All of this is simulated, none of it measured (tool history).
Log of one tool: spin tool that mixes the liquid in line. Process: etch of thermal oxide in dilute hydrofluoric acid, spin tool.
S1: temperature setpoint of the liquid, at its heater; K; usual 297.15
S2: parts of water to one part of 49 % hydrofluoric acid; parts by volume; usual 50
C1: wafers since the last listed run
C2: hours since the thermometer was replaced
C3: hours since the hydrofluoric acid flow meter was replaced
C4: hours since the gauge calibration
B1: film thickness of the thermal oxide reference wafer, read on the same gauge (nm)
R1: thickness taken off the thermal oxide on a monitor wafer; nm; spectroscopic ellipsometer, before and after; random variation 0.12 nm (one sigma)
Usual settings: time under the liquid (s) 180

run 1 hour=0.0 | S1=297.15 S2=50 time_under_the_liquid_(s)=180 | C1=0 C2=1228.5 C3=1375.7 C4=169.3 | B1=140.00 | R1=20.41
run 2 hour=16.7 | S1=297.15 S2=50 time_under_the_liquid_(s)=180 | C1=90 C2=1245.2 C3=1392.4 C4=186.0 | B1=140.02 | R1=20.22
run 3 hour=30.0 | S1=297.15 S2=50 time_under_the_liquid_(s)=180 | C1=72 C2=1258.5 C3=1405.7 C4=199.3 | B1=139.99 | R1=20.49
run 4 hour=46.7 | S1=297.15 S2=50 time_under_the_liquid_(s)=180 | C1=90 C2=1275.2 C3=1422.4 C4=216.0 | B1=140.01 | R1=20.40
run 5 hour=55.5 | S1=297.15 S2=50 time_under_the_liquid_(s)=180 | C1=47 C2=1284.0 C3=1431.2 C4=224.8 | B1=140.00 | R1=20.39
run 6 hour=67.8 | S1=297.15 S2=50 time_under_the_liquid_(s)=180 | C1=66 C2=1296.3 C3=1443.5 C4=237.1 | B1=139.99 | R1=20.52
run 7 hour=74.4 | S1=297.15 S2=50 time_under_the_liquid_(s)=180 | C1=35 C2=1302.9 C3=1450.1 C4=243.7 | B1=139.98 | R1=20.53
run 8 hour=82.3 | S1=297.15 S2=50 time_under_the_liquid_(s)=180 | C1=42 C2=1310.8 C3=1458.0 C4=251.6 | B1=140.02 | R1=20.45
run 9 hour=98.7 | S1=297.15 S2=50 time_under_the_liquid_(s)=180 | C1=89 C2=1327.2 C3=1474.4 C4=268.0 | B1=139.97 | R1=20.46
run 10 hour=112.8 | S1=298.65 S2=50 time_under_the_liquid_(s)=100 | C1=76 C2=1341.3 C3=1488.5 C4=282.1 | B1=140.01 | R1=11.91
run 11 hour=123.1 | S1=298.65 S2=50 time_under_the_liquid_(s)=100 | C1=55 C2=1351.6 C3=1498.8 C4=292.4 | B1=140.02 | R1=12.14
run 12 hour=132.5 | S1=298.65 S2=50 time_under_the_liquid_(s)=100 | C1=51 C2=1361.0 C3=1508.2 C4=301.8 | B1=139.96 | R1=12.04
run 13 hour=147.3 | S1=297.15 S2=50 time_under_the_liquid_(s)=180 | C1=80 C2=1375.8 C3=1523.0 C4=316.6 | B1=140.01 | R1=20.72
run 14 hour=160.3 | S1=297.15 S2=65 time_under_the_liquid_(s)=180 | C1=70 C2=1388.8 C3=1536.0 C4=329.6 | B1=139.97 | R1=15.62
run 15 hour=171.4 | S1=297.15 S2=65 time_under_the_liquid_(s)=180 | C1=60 C2=1399.9 C3=1547.1 C4=340.7 | B1=140.03 | R1=15.44
run 16 hour=179.4 | S1=297.15 S2=50 time_under_the_liquid_(s)=180 | C1=43 C2=1407.9 C3=1555.1 C4=348.7 | B1=139.99 | R1=20.68
-- hour=192.7 hydrofluoric acid flow meter replaced
-- hour=194.5 gauge calibrated
-- hour=206.9 thermometer replaced
run 17 hour=210.1 | S1=297.15 S2=30 time_under_the_liquid_(s)=130 | C1=155 C2=3.2 C3=17.4 C4=15.6 | B1=139.97 | R1=23.25
run 18 hour=217.0 | S1=294.65 S2=65 time_under_the_liquid_(s)=75 | C1=37 C2=10.1 C3=24.3 C4=22.5 | B1=140.01 | R1=5.36
run 19 hour=223.7 | S1=297.15 S2=30 time_under_the_liquid_(s)=135 | C1=36 C2=16.8 C3=31.0 C4=29.2 | B1=140.01 | R1=24.42
run 20 hour=232.6 | S1=297.15 S2=50 time_under_the_liquid_(s)=180 | C1=48 C2=25.7 C3=39.9 C4=38.1 | B1=140.01 | R1=18.99
run 21 hour=247.9 | S1=301.15 S2=70 time_under_the_liquid_(s)=265 | C1=83 C2=41.0 C3=55.2 C4=53.4 | B1=139.99 | R1=22.95
run 22 hour=261.0 | S1=297.15 S2=50 time_under_the_liquid_(s)=180 | C1=71 C2=54.1 C3=68.3 C4=66.5 | B1=140.00 | R1=18.91
run 23 hour=268.8 | S1=297.15 S2=50 time_under_the_liquid_(s)=180 | C1=42 C2=61.9 C3=76.1 C4=74.3 | B1=140.00 | R1=18.89
run 24 hour=311.0 | S1=295.15 S2=60 time_under_the_liquid_(s)=140 | C1=229 C2=104.1 C3=118.3 C4=116.5 | B1=140.00 | R1=11.16
run 25 hour=327.2 | S1=297.15 S2=35 time_under_the_liquid_(s)=285 | C1=87 C2=120.3 C3=134.5 C4=132.7 | B1=140.01 | R1=44.24
run 26 hour=336.3 | S1=295.65 S2=75 time_under_the_liquid_(s)=260 | C1=49 C2=129.4 C3=143.6 C4=141.8 | B1=140.00 | R1=16.82
run 27 hour=344.6 | S1=295.65 S2=50 time_under_the_liquid_(s)=180 | C1=45 C2=137.7 C3=151.9 C4=150.1 | B1=140.00 | R1=17.96
run 28 hour=356.9 | S1=298.65 S2=50 time_under_the_liquid_(s)=95 | C1=66 C2=150.0 C3=164.2 C4=162.4 | B1=140.00 | R1=10.57
run 29 hour=373.3 | S1=297.15 S2=70 time_under_the_liquid_(s)=180 | C1=89 C2=166.4 C3=180.6 C4=178.8 | B1=139.98 | R1=13.36
run 30 hour=388.4 | S1=297.15 S2=50 time_under_the_liquid_(s)=140 | C1=81 C2=181.5 C3=195.7 C4=193.9 | B1=140.01 | R1=14.89
run 31 hour=395.4 | S1=297.15 S2=50 time_under_the_liquid_(s)=180 | C1=37 C2=188.5 C3=202.7 C4=200.9 | B1=139.99 | R1=19.08
run 32 hour=412.9 | S1=294.15 S2=30 time_under_the_liquid_(s)=180 | C1=94 C2=206.0 C3=220.2 C4=218.4 | B1=140.03 | R1=28.88
run 33 hour=424.5 | S1=297.15 S2=70 time_under_the_liquid_(s)=75 | C1=62 C2=217.6 C3=231.8 C4=230.0 | B1=140.01 | R1=5.55

Hidden state or all else? Some run-to-run changes of R1, split into what the settings, what came in and random variation would give without the hidden state, and what is left for the hidden state (with any gauge scatter that isn't in both results):
The hidden state here: liquid hotter than its thermometer reads (K); hydrofluoric acid flow below the setpoint (%); gauge reads high (%).
Run 9 -> 10: S1 297.15 -> 298.65, time under the liquid (s) 180 -> 100. R1 -8.55 nm: hidden state -0.78, all else -7.77.
Run 12 -> 13: S1 298.65 -> 297.15, time under the liquid (s) 100 -> 180. R1 +8.68 nm: hidden state +0.83, all else +7.85.
Run 16 -> 17: S2 50 -> 30, time under the liquid (s) 180 -> 130, hydrofluoric acid flow meter replaced, gauge calibrated, thermometer replaced. R1 +2.57 nm: hidden state -1.65, all else +4.22.
Run 24 -> 25: S1 295.15 -> 297.15, S2 60 -> 35, time under the liquid (s) 140 -> 285. R1 +33.08 nm: hidden state +0.72, all else +32.36.
Run 25 -> 26: S1 297.15 -> 295.65, S2 35 -> 75, time under the liquid (s) 285 -> 260. R1 -27.42 nm: hidden state -0.59, all else -26.83.
Run 32 -> 33: S1 294.15 -> 297.15, S2 30 -> 70, time under the liquid (s) 180 -> 75. R1 -23.33 nm: hidden state -0.65, all else -22.68.
